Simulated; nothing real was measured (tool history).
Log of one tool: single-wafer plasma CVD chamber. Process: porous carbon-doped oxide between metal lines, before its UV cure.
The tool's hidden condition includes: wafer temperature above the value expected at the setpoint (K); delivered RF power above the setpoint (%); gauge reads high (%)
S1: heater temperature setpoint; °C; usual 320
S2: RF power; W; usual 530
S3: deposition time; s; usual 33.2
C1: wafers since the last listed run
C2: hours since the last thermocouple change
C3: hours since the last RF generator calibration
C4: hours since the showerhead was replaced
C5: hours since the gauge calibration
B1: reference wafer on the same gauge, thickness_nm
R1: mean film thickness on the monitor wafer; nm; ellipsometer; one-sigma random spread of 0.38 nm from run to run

run    hour   S1   S2    S3    C1      C2      C3      C4     C5       B1       R1
  1       0  320  530  33.2     0  1078.6    1556  6608.7   85.8  192.157  169.772
  2    67.7  320  530  33.2   909  1146.3  1623.7  6676.4  153.5  192.095  169.925
  3   109.8  320  530  33.2   565  1188.4  1665.8  6718.5  195.6  191.673  169.602
  4   171.8  320  595  33.2   833  1250.4  1727.8  6780.5  257.6  191.501  182.786
  5   197.3  320  595  33.2   342  1275.9  1753.3    6806  283.1  191.619   182.87
  6   245.9  320  595  33.2   653  1324.5  1801.9  6854.6  331.7   191.48  181.944
  7   344.2  320  490  28.6  1320  1422.8  1900.2  6952.9    430  190.863  139.272
  8   407.1  320  490  28.6   845  1485.7  1963.1  7015.8  492.9  190.304  139.016
  9   456.1  320  530  33.2   658  1534.7  2012.1  7064.8  541.9  189.954  169.016
      481.2  -- showerhead replaced
      489.8  -- RF generator calibrated
 10   517.3  320  530  33.2   607  1595.9    27.5    36.1  603.1  189.433   168.43
      540.7  -- gauge calibrated
 11   541.5  320  530  33.2   325  1620.1    51.7    60.3    0.8   192.82  170.449
 12   597.8  320  575    29   756  1676.4     108   116.6   57.1  193.044  157.889
      637.2  -- thermocouple changed; heater temperature recalibrated
 13   639.3  313  450  33.2   450     2.1   149.5   158.1   98.6  192.826  160.494
 14   700.4  329  530  33.2   820    63.2   210.6   219.2  159.7  192.608  162.876
 15   759.7  320  440  36.3   796   122.5   269.9   278.5    219  192.274  165.462
 16   823.4  320  575    29   855   186.2   333.6   342.2  282.7   192.26  157.144
 17   856.5  320  530  33.2   444   219.3   366.7   375.3  315.8  191.947  170.623
 18   888.3  327  625  28.3   427   251.1   398.5   407.1  347.6  192.105   155.42
 19     924  320  575  33.2   479   286.8   434.2   442.8  383.3  191.681  178.713
 20     970  307  595  33.2   618   332.8   480.2   488.8  429.3  191.496   195.14
 21  1030.9  320  530  33.2   818   393.7   541.1   549.7  490.2  191.033  169.749
 22  1077.8  320  430  33.2   630   440.6     588   596.6  537.1   190.72  147.707

Some steps in R1 between neighbouring runs. How much of each would the tool show without its hidden state too (settings, what came in, random variation), and how much is left for the hidden state, with any gauge scatter that isn't in both results?
Run 6 -> 7: S2 595 -> 490, S3 33.2 -> 28.6. R1 -42.672 nm: hidden state -0.25, all else -42.422.
Run 8 -> 9: S2 490 -> 530, S3 28.6 -> 33.2. R1 +30 nm: hidden state -0.605, all else +30.605.
Run 10 -> 11: gauge calibrated. R1 +2.019 nm: hidden state +3.069, all else -1.05.

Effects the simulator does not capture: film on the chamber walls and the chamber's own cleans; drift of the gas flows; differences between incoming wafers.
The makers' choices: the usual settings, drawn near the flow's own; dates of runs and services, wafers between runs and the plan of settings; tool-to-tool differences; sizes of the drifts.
